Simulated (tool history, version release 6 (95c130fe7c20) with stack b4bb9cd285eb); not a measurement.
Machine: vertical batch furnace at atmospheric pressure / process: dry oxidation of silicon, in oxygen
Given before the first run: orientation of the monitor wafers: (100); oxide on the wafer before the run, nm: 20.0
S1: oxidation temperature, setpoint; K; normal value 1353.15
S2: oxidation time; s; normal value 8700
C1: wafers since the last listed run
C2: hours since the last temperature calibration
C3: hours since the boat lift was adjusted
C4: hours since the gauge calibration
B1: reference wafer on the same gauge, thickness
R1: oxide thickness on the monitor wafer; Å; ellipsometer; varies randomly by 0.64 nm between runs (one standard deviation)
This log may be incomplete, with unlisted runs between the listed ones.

{"run": 1, "hour": 0.0, "S1": 1372.15, "S2": 8700, "C1": 0, "C2": 3336.2, "C3": 4166.4, "C4": 88.6, "B1": 219.58, "R1": 2243.4}
{"run": 2, "hour": 61.7, "S1": 1353.15, "S2": 6090, "C1": 699, "C2": 3397.9, "C3": 4228.1, "C4": 150.3, "B1": 219.88, "R1": 1614.7}
{"run": 3, "hour": 95.0, "S1": 1353.15, "S2": 6090, "C1": 377, "C2": 3431.2, "C3": 4261.4, "C4": 183.6, "B1": 219.88, "R1": 1606.7}
{"run": 4, "hour": 119.2, "S1": 1353.15, "S2": 6690, "C1": 274, "C2": 3455.4, "C3": 4285.6, "C4": 207.8, "B1": 219.59, "R1": 1704.9}
{"run": 5, "hour": 170.8, "S1": 1353.15, "S2": 6690, "C1": 585, "C2": 3507, "C3": 4337.2, "C4": 259.4, "B1": 220.19, "R1": 1708.7}
{"run": 6, "hour": 225.7, "S1": 1353.15, "S2": 8700, "C1": 622, "C2": 3561.9, "C3": 4392.1, "C4": 314.3, "B1": 220.14, "R1": 2001.8}
{"run": 7, "hour": 255.4, "S1": 1353.15, "S2": 8700, "C1": 336, "C2": 3591.6, "C3": 4421.8, "C4": 344, "B1": 220.19, "R1": 1990.6}
{"run": 8, "hour": 319.6, "S1": 1363.15, "S2": 6630, "C1": 728, "C2": 3655.8, "C3": 4486, "C4": 408.2, "B1": 220.21, "R1": 1824.1}
{"run": 9, "hour": 365.9, "S1": 1363.15, "S2": 6630, "C1": 525, "C2": 3702.1, "C3": 4532.3, "C4": 454.5, "B1": 220.13, "R1": 1820}
{"run": 10, "hour": 432.2, "S1": 1363.15, "S2": 6630, "C1": 751, "C2": 3768.4, "C3": 4598.6, "C4": 520.8, "B1": 220.02, "R1": 1818.9}
{"run": 11, "hour": 461.9, "S1": 1353.15, "S2": 8700, "C1": 336, "C2": 3798.1, "C3": 4628.3, "C4": 550.5, "B1": 219.81, "R1": 2002}
{"run": 12, "hour": 497.4, "S1": 1353.15, "S2": 8700, "C1": 402, "C2": 3833.6, "C3": 4663.8, "C4": 586, "B1": 220.14, "R1": 2019.2}
{"run": 13, "hour": 526.9, "S1": 1359.15, "S2": 8700, "C1": 334, "C2": 3863.1, "C3": 4693.3, "C4": 615.5, "B1": 220.44, "R1": 2078.7}
{"run": 14, "hour": 562.7, "S1": 1353.15, "S2": 9990, "C1": 406, "C2": 3898.9, "C3": 4729.1, "C4": 651.3, "B1": 219.61, "R1": 2171.5}
{"run": 15, "hour": 611.0, "S1": 1353.15, "S2": 9990, "C1": 547, "C2": 3947.2, "C3": 4777.4, "C4": 699.6, "B1": 219.88, "R1": 2189.4}
{"run": 16, "hour": 635.9, "S1": 1353.15, "S2": 9990, "C1": 282, "C2": 3972.1, "C3": 4802.3, "C4": 724.5, "B1": 220.07, "R1": 2185.7}
{"hour": 692.3, "done": "thermocouples replaced and temperature profile calibrated"}
{"run": 17, "hour": 692.8, "S1": 1341.15, "S2": 8700, "C1": 373, "C2": 0.5, "C3": 4859.2, "C4": 781.4, "B1": 220.07, "R1": 1788.5}
{"hour": 742.2, "done": "boat lift adjusted"}
{"run": 18, "hour": 742.7, "S1": 1353.15, "S2": 8700, "C1": 293, "C2": 50.4, "C3": 0.5, "C4": 831.3, "B1": 220.13, "R1": 1934.2}
{"run": 19, "hour": 780.0, "S1": 1353.15, "S2": 8700, "C1": 423, "C2": 87.7, "C3": 37.8, "C4": 868.6, "B1": 219.68, "R1": 1940.3}
{"run": 20, "hour": 805.2, "S1": 1372.15, "S2": 12030, "C1": 285, "C2": 112.9, "C3": 63, "C4": 893.8, "B1": 219.78, "R1": 2660.1}
{"run": 21, "hour": 833.2, "S1": 1374.15, "S2": 10470, "C1": 317, "C2": 140.9, "C3": 91, "C4": 921.8, "B1": 220.18, "R1": 2468.9}
{"run": 22, "hour": 871.4, "S1": 1365.15, "S2": 4950, "C1": 433, "C2": 179.1, "C3": 129.2, "C4": 960, "B1": 220, "R1": 1496.9}
{"run": 23, "hour": 925.7, "S1": 1353.15, "S2": 8700, "C1": 615, "C2": 233.4, "C3": 183.5, "C4": 1014.3, "B1": 219.64, "R1": 1940.3}
{"run": 24, "hour": 954.9, "S1": 1374.15, "S2": 10110, "C1": 331, "C2": 262.6, "C3": 212.7, "C4": 1043.5, "B1": 219.95, "R1": 2422.6}
{"run": 25, "hour": 1094.8, "S1": 1361.15, "S2": 11610, "C1": 1586, "C2": 402.5, "C3": 352.6, "C4": 1183.4, "B1": 220.11, "R1": 2441}
{"hour": 1095.0, "done": "gauge calibrated"}
{"run": 26, "hour": 1127.8, "S1": 1339.15, "S2": 8700, "C1": 374, "C2": 435.5, "C3": 385.6, "C4": 32.8, "B1": 219.63, "R1": 1762.2}
{"run": 27, "hour": 1163.2, "S1": 1373.15, "S2": 8700, "C1": 401, "C2": 470.9, "C3": 421, "C4": 68.2, "B1": 219.96, "R1": 2210.4}
{"run": 28, "hour": 1219.5, "S1": 1365.15, "S2": 7230, "C1": 638, "C2": 527.2, "C3": 477.3, "C4": 124.5, "B1": 220, "R1": 1883.8}
{"run": 29, "hour": 1352.3, "S1": 1353.15, "S2": 8700, "C1": 1506, "C2": 660, "C3": 610.1, "C4": 257.3, "B1": 220.09, "R1": 1944.8}
{"run": 30, "hour": 1379.1, "S1": 1342.15, "S2": 13050, "C1": 303, "C2": 686.8, "C3": 636.9, "C4": 284.1, "B1": 219.9, "R1": 2311.8}
{"run": 31, "hour": 1430.1, "S1": 1342.15, "S2": 7470, "C1": 578, "C2": 737.8, "C3": 687.9, "C4": 335.1, "B1": 219.82, "R1": 1643.5}
{"run": 32, "hour": 1472.2, "S1": 1353.15, "S2": 8700, "C1": 477, "C2": 779.9, "C3": 730, "C4": 377.2, "B1": 220.16, "R1": 1949.6}
{"run": 33, "hour": 1532.8, "S1": 1353.15, "S2": 8700, "C1": 687, "C2": 840.5, "C3": 790.6, "C4": 437.8, "B1": 220, "R1": 1945.5}
{"run": 34, "hour": 1569.7, "S1": 1360.15, "S2": 8700, "C1": 418, "C2": 877.4, "C3": 827.5, "C4": 474.7, "B1": 220.1, "R1": 2044.9}
{"run": 35, "hour": 1605.8, "S1": 1333.15, "S2": 6390, "C1": 409, "C2": 913.5, "C3": 863.6, "C4": 510.8, "B1": 220.22, "R1": 1401.7}
{"run": 36, "hour": 1671.0, "S1": 1353.15, "S2": 7320, "C1": 739, "C2": 978.7, "C3": 928.8, "C4": 576, "B1": 220.11, "R1": 1751.6}
{"run": 37, "hour": 1713.0, "S1": 1353.15, "S2": 8700, "C1": 476, "C2": 1020.7, "C3": 970.8, "C4": 618, "B1": 220.13, "R1": 1948.9}
{"run": 38, "hour": 1737.0, "S1": 1365.15, "S2": 10350, "C1": 272, "C2": 1044.7, "C3": 994.8, "C4": 642, "B1": 219.9, "R1": 2334.5}
{"run": 39, "hour": 1796.6, "S1": 1353.15, "S2": 10440, "C1": 675, "C2": 1104.3, "C3": 1054.4, "C4": 701.6, "B1": 219.92, "R1": 2182.6}
{"run": 40, "hour": 1820.7, "S1": 1353.15, "S2": 8700, "C1": 273, "C2": 1128.4, "C3": 1078.5, "C4": 725.7, "B1": 219.98, "R1": 1956.1}

Hidden condition of the tool, last listed run before each entry between runs versus first listed run after:
Runs 16 to 17: thermocouples replaced and temperature profile calibrated (hour 692.3)
  true tube temperature minus thermocouple reading, K: 5.5 -> 0.0977
  what was measured, less what the result would be without the hidden state, R1: +79.3 -> +1.3 Å
Runs 17 to 18: boat lift adjusted (hour 742.2)
  true tube temperature minus thermocouple reading, K: 0.0977 -> 0.158
  what was measured, less what the result would be without the hidden state, R1: +1.3 -> +2 Å
Runs 25 to 26: gauge calibrated (hour 1095)
  true tube temperature minus thermocouple reading, K: 0.582 -> 0.622
  what was measured, less what the result would be without the hidden state, R1: +9.2 -> +7.7 Å
